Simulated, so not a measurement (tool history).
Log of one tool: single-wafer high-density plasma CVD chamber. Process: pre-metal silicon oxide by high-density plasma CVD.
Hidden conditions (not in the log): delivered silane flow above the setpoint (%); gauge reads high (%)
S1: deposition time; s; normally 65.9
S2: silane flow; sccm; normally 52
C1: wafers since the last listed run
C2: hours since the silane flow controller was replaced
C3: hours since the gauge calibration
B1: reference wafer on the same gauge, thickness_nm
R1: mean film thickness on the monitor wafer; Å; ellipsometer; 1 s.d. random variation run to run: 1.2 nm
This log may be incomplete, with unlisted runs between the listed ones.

Run 1, hour 0.0: usual settings; C1 0; C2 1906.4; C3 403.4; B1 282.707. Result: R1 3269.88 Å.
Run 2, hour 65.3: usual settings; C1 1281; C2 1971.7; C3 468.7; B1 282.592. Result: R1 3263.95 Å.
Run 3, hour 106.4: usual settings; C1 806; C2 2012.8; C3 509.8; B1 282.665. Result: R1 3276.46 Å.
Run 4, hour 166.2: usual settings; C1 1173; C2 2072.6; C3 569.6; B1 282.754. Result: R1 3277.93 Å.
Run 5, hour 220.5: usual settings; C1 1065; C2 2126.9; C3 623.9; B1 282.573. Result: R1 3256.23 Å.
Run 6, hour 263.7: usual settings; C1 847; C2 2170.1; C3 667.1; B1 283.263. Result: R1 3261.90 Å.
Run 7, hour 478.3: usual settings but S1 73.1 s, S2 57 sccm; C1 4210; C2 2384.7; C3 881.7; B1 282.323. Result: R1 3985.56 Å.
Run 8, hour 533.6: usual settings but S1 73.1 s, S2 57 sccm; C1 1085; C2 2440.0; C3 937.0; B1 283.117. Result: R1 3974.88 Å.
Run 9, hour 561.1: usual settings but S1 73.1 s, S2 57 sccm; C1 539; C2 2467.5; C3 964.5; B1 282.988. Result: R1 3979.74 Å.
Run 10, hour 625.2: usual settings; C1 1257; C2 2531.6; C3 1028.6; B1 283.009. Result: R1 3295.89 Å.
Run 11, hour 696.9: usual settings; C1 1406; C2 2603.3; C3 1100.3; B1 282.848. Result: R1 3278.25 Å.
At hour 724.8: silane flow controller replaced.
Run 12, hour 738.8: usual settings but S2 47 sccm; C1 665; C2 14.0; C3 1142.2; B1 282.839. Result: R1 2773.51 Å.
Run 13, hour 789.9: usual settings; C1 1002; C2 65.1; C3 1193.3; B1 282.945. Result: R1 3082.06 Å.
Run 14, hour 850.9: usual settings; C1 1196; C2 126.1; C3 1254.3; B1 282.983. Result: R1 3078.02 Å.
Run 15, hour 884.5: usual settings; C1 659; C2 159.7; C3 1287.9; B1 282.732. Result: R1 3084.28 Å.
Run 16, hour 925.0: usual settings but S1 56.9 s, S2 55 sccm; C1 794; C2 200.2; C3 1328.4; B1 282.662. Result: R1 2841.02 Å.
Run 17, hour 962.4: usual settings but S1 53.5 s, S2 46 sccm; C1 733; C2 237.6; C3 1365.8; B1 283.201. Result: R1 2226.23 Å.
Run 18, hour 995.5: usual settings but S1 75.6 s, S2 59 sccm; C1 649; C2 270.7; C3 1398.9; B1 283.201. Result: R1 4047.39 Å.
Run 19, hour 1043.2: usual settings but S1 61.0 s, S2 44 sccm; C1 935; C2 318.4; C3 1446.6; B1 283.121. Result: R1 2459.58 Å.
Run 20, hour 1086.7: usual settings but S1 61.3 s; C1 853; C2 361.9; C3 1490.1; B1 282.815. Result: R1 2913.60 Å.
Run 21, hour 1141.9: usual settings but S1 56.7 s, S2 61 sccm; C1 1083; C2 417.1; C3 1545.3; B1 282.884. Result: R1 3148.44 Å.
Run 22, hour 1200.9: usual settings; C1 1157; C2 476.1; C3 1604.3; B1 282.924. Result: R1 3121.27 Å.
Run 23, hour 1248.6: usual settings; C1 935; C2 523.8; C3 1652.0; B1 283.143. Result: R1 3159.23 Å.
Run 24, hour 1289.9: usual settings; C1 810; C2 565.1; C3 1693.3; B1 283.365. Result: R1 3161.18 Å.
At hour 1336.2: gauge calibrated.
Run 25, hour 1341.8: usual settings but S1 57.8 s, S2 43 sccm; C1 1018; C2 617.0; C3 5.6; B1 282.864. Result: R1 2297.34 Å.
Run 26, hour 1387.7: usual settings but S1 73.0 s, S2 44 sccm; C1 900; C2 662.9; C3 51.5; B1 282.779. Result: R1 2965.54 Å.
Run 27, hour 1470.7: usual settings but S1 57.8 s, S2 43 sccm; C1 1628; C2 745.9; C3 134.5; B1 282.737. Result: R1 2314.87 Å.
Run 28, hour 1505.8: usual settings but S1 61.0 s, S2 44 sccm; C1 688; C2 781.0; C3 169.6; B1 282.736. Result: R1 2499.89 Å.
Run 29, hour 1546.7: usual settings but S1 59.0 s, S2 49 sccm; C1 802; C2 821.9; C3 210.5; B1 282.844. Result: R1 2670.56 Å.
Run 30, hour 1615.6: usual settings but S1 78.1 s, S2 48 sccm; C1 1351; C2 890.8; C3 279.4; B1 282.745. Result: R1 3486.63 Å.
Run 31, hour 1669.7: usual settings but S1 77.2 s, S2 46 sccm; C1 1061; C2 944.9; C3 333.5; B1 283.354. Result: R1 3337.57 Å.
Run 32, hour 1695.6: usual settings but S2 48 sccm; C1 508; C2 970.8; C3 359.4; B1 282.667. Result: R1 2944.42 Å.
Run 33, hour 1752.7: usual settings; C1 1120; C2 1027.9; C3 416.5; B1 283.160. Result: R1 3199.06 Å.

5 options for the next run, each taken on its own from the tool as it stands now. Forecast them:
Run A, hour 1753.1: usual settings but S1 53.4 s; C1 7; C2 1028.3; C3 416.9; B1 ?. Result: R1 ?.
Run B, hour 1753.1: usual settings but S1 71.6 s, S2 47 sccm; C1 7; C2 1028.3; C3 416.9; B1 ?. Result: R1 ?.
Run C, hour 1753.1: usual settings but S1 59.7 s; C1 7; C2 1028.3; C3 416.9; B1 ?. Result: R1 ?.
Run D, hour 1753.1: usual settings but S1 73.6 s, S2 55 sccm; C1 7; C2 1028.3; C3 416.9; B1 ?. Result: R1 ?.
Run E, hour 1753.1: usual settings but S1 74.3 s, S2 59 sccm; C1 7; C2 1028.3; C3 416.9; B1 ?. Result: R1 ?.

run       B1       R1
  A  282.788  2581.61
  B  282.788  3136.46
  C  282.788  2886.18
  D  282.788  3758.63
  E  282.788  4064.19
Take away the tool's hidden state, keep each run's random variation, and the runs would have read:
run       R1
  A  2502.29
  B  3040.10
  C  2797.51
  D  3643.15
  E  3939.33
